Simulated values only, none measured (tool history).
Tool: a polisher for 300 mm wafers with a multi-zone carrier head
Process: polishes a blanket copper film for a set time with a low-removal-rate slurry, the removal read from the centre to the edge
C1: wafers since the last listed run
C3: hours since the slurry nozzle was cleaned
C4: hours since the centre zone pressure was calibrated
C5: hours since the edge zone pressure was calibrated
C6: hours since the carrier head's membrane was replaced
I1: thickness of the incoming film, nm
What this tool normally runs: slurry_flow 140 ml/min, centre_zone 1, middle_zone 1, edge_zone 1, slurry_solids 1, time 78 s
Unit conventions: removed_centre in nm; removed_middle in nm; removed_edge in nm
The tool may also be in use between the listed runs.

Run 1, day 0: usual settings; C1 0; wafers polished on this pad 351; C3 109.6; C4 1407.2; C5 167.3; C6 541.9; I1 1100.1. Result: removed_centre 110.5 nm, removed_middle 99.4 nm, removed_edge 98.5 nm.
Run 2, day 1.075: usual settings; C1 247; wafers polished on this pad 599; C3 135.4; C4 1433; C5 193.1; C6 567.7; I1 1067. Result: removed_centre 112.7 nm, removed_middle 99.2 nm, removed_edge 96.3 nm.
Run 3, day 1.767: usual settings; C1 159; wafers polished on this pad 758; C3 152; C4 1449.6; C5 209.7; C6 584.3; I1 1070.5. Result: removed_centre 110.3 nm, removed_middle 99.4 nm, removed_edge 97 nm.
At day 3.308: centre zone pressure recalibrated.
At day 4.654: worn pad replaced by a new one, of another model than before.
Run 4, day 5.262: usual settings but edge_zone 0.91; C1 747; wafers polished on this pad 140; C3 235.9; C4 46.9; C5 293.6; C6 668.2; I1 1072.4. Result: removed_centre 100.5 nm, removed_middle 97.6 nm, removed_edge 92.7 nm.
Run 5, day 5.975: usual settings but edge_zone 0.91; C1 164; wafers polished on this pad 304; C3 253; C4 64; C5 310.7; C6 685.3; I1 1074. Result: removed_centre 98.1 nm, removed_middle 98.1 nm, removed_edge 91.8 nm.
Run 6, day 7.017: usual settings but slurry_flow 130 ml/min; C1 240; wafers polished on this pad 544; C3 278; C4 89; C5 335.7; C6 710.3; I1 1093.4. Result: removed_centre 95.2 nm, removed_middle 98.3 nm, removed_edge 95.7 nm.
Run 7, day 8.5: usual settings but slurry_flow 130 ml/min; C1 341; wafers polished on this pad 886; C3 313.6; C4 124.6; C5 371.3; C6 745.9; I1 1070.9. Result: removed_centre 97.4 nm, removed_middle 96.7 nm, removed_edge 96.7 nm.
At day 9.558: carrier head's membrane replaced by a new one.
Run 8, day 9.996: usual settings but slurry_flow 130 ml/min; C1 296; wafers polished on this pad 1183; C3 349.5; C4 160.5; C5 407.2; C6 10.5; I1 1072.5. Result: removed_centre 97.4 nm, removed_middle 98.2 nm, removed_edge 96.5 nm.
Run 9, day 11.212: usual settings but centre_zone 0.96; C1 280; wafers polished on this pad 1463; C3 378.7; C4 189.7; C5 436.4; C6 39.7; I1 1084.1. Result: removed_centre 97.3 nm, removed_middle 98.8 nm, removed_edge 98.9 nm.
At day 11.475: slurry nozzle cleaned.
At day 12: worn pad replaced by a new one.
Run 10, day 12.633: usual settings but middle_zone 1.08; C1 279; wafers polished on this pad 145; C3 27.8; C4 223.8; C5 470.5; C6 73.8; I1 1074.1. Result: removed_centre 100.7 nm, removed_middle 105.6 nm, removed_edge 96.9 nm.
Run 11, day 14.092: usual settings but slurry_flow 115 ml/min, middle_zone 0.91, slurry_solids 1.1, time 65 s; C1 336; wafers polished on this pad 481; C3 62.8; C4 258.8; C5 505.5; C6 108.8; I1 1090. Result: removed_centre 81.4 nm, removed_middle 76.1 nm, removed_edge 82.5 nm.
Run 12, day 15.579: usual settings but slurry_flow 175 ml/min, centre_zone 0.96, time 63 s; C1 342; wafers polished on this pad 824; C3 98.5; C4 294.5; C5 541.2; C6 144.5; I1 1080.7. Result: removed_centre 82.2 nm, removed_middle 82.2 nm, removed_edge 80.1 nm.
Run 13, day 16.5: usual settings but centre_zone 1.11, slurry_solids 0.85; C1 212; wafers polished on this pad 1036; C3 120.6; C4 316.6; C5 563.3; C6 166.6; I1 1083.1. Result: removed_centre 105.4 nm, removed_middle 94.8 nm, removed_edge 95 nm.
Run 14, day 17.788: usual settings; C1 296; wafers polished on this pad 1333; C3 151.5; C4 347.5; C5 594.2; C6 197.5; I1 1078.7. Result: removed_centre 99.7 nm, removed_middle 99 nm, removed_edge 95.4 nm.
At day 18.442: edge zone pressure recalibrated.
Run 15, day 18.717: usual settings but slurry_solids 0.9; C1 194; wafers polished on this pad 1528; C3 173.8; C4 369.8; C5 6.6; C6 219.8; I1 1073.3. Result: removed_centre 100 nm, removed_middle 95.8 nm, removed_edge 95.1 nm.
At day 19.267: worn pad replaced by a new one.
Run 16, day 19.938: usual settings but slurry_flow 160 ml/min, centre_zone 0.92, middle_zone 1.08, time 101 s; C1 242; wafers polished on this pad 154; C3 203.1; C4 399.1; C5 35.9; C6 249.1; I1 1072.9. Result: removed_centre 122.6 nm, removed_middle 138.5 nm, removed_edge 127.4 nm.
Run 17, day 20.592: usual settings; C1 150; wafers polished on this pad 305; C3 218.8; C4 414.8; C5 51.6; C6 264.8; I1 1068.1. Result: removed_centre 103.8 nm, removed_middle 98.4 nm, removed_edge 97.6 nm.
Run 18, day 21.479: usual settings but slurry_flow 175 ml/min, centre_zone 0.96, time 63 s; C1 204; wafers polished on this pad 509; C3 240.1; C4 436.1; C5 72.9; C6 286.1; I1 1091.8. Result: removed_centre 81.7 nm, removed_middle 81.2 nm, removed_edge 80.3 nm.
Run 19, day 22.971: usual settings; C1 343; wafers polished on this pad 853; C3 275.9; C4 471.9; C5 108.7; C6 321.9; I1 1078.5. Result: removed_centre 101.4 nm, removed_middle 99.6 nm, removed_edge 98.2 nm.
Run 20, day 23.767: usual settings; C1 183; wafers polished on this pad 1036; C3 295; C4 491; C5 127.8; C6 341; I1 1087.7. Result: removed_centre 100.8 nm, removed_middle 97.5 nm, removed_edge 97.7 nm.
Run 21, day 25.079: usual settings but centre_zone 0.92, time 93 s; C1 302; wafers polished on this pad 1339; C3 326.5; C4 522.5; C5 159.3; C6 372.5; I1 1086.9. Result: removed_centre 112.6 nm, removed_middle 118.8 nm, removed_edge 116.8 nm.

Alternative continuations, all from the tool just after run 21; predict every row:
Run A, day 25.096: usual settings; C1 3; wafers polished on this pad 1343; C3 326.9; C4 522.9; C5 159.7; C6 372.9; I1 1068.7. Result: removed_centre ?, removed_middle ?, removed_edge ?.
Run B, day 25.096: usual settings but edge_zone 0.95; C1 3; wafers polished on this pad 1343; C3 326.9; C4 522.9; C5 159.7; C6 372.9; I1 1068.7. Result: removed_centre ?, removed_middle ?, removed_edge ?.
Run C, day 25.096: usual settings but edge_zone 0.92, time 69 s; C1 3; wafers polished on this pad 1343; C3 326.9; C4 522.9; C5 159.7; C6 372.9; I1 1068.7. Result: removed_centre ?, removed_middle ?, removed_edge ?.
Run D, day 25.096: usual settings but middle_zone 0.97; C1 3; wafers polished on this pad 1343; C3 326.9; C4 522.9; C5 159.7; C6 372.9; I1 1068.7. Result: removed_centre ?, removed_middle ?, removed_edge ?.
Run E, day 25.096: usual settings but middle_zone 0.95, slurry_solids 1.15, time 60 s; C1 3; wafers polished on this pad 1343; C3 326.9; C4 522.9; C5 159.7; C6 372.9; I1 1068.7. Result: removed_centre ?, removed_middle ?, removed_edge ?.

run  removed_centre  removed_middle  removed_edge
  A           102.4            98.1          98.6
  B           102.4            98.1          96.2
  C            90.6            86.8          83.8
  D           102.4            95.6          98.6
  E            81.6              75          78.7
Had the tool no hidden state, the same runs would have come out as:
run  removed_centre  removed_middle  removed_edge
  A            99.7            98.1          98.6
  B            99.7            98.2          96.2
  C            88.2            86.8          83.8
  D            99.6            95.7          98.6
  E            79.4              75          78.7

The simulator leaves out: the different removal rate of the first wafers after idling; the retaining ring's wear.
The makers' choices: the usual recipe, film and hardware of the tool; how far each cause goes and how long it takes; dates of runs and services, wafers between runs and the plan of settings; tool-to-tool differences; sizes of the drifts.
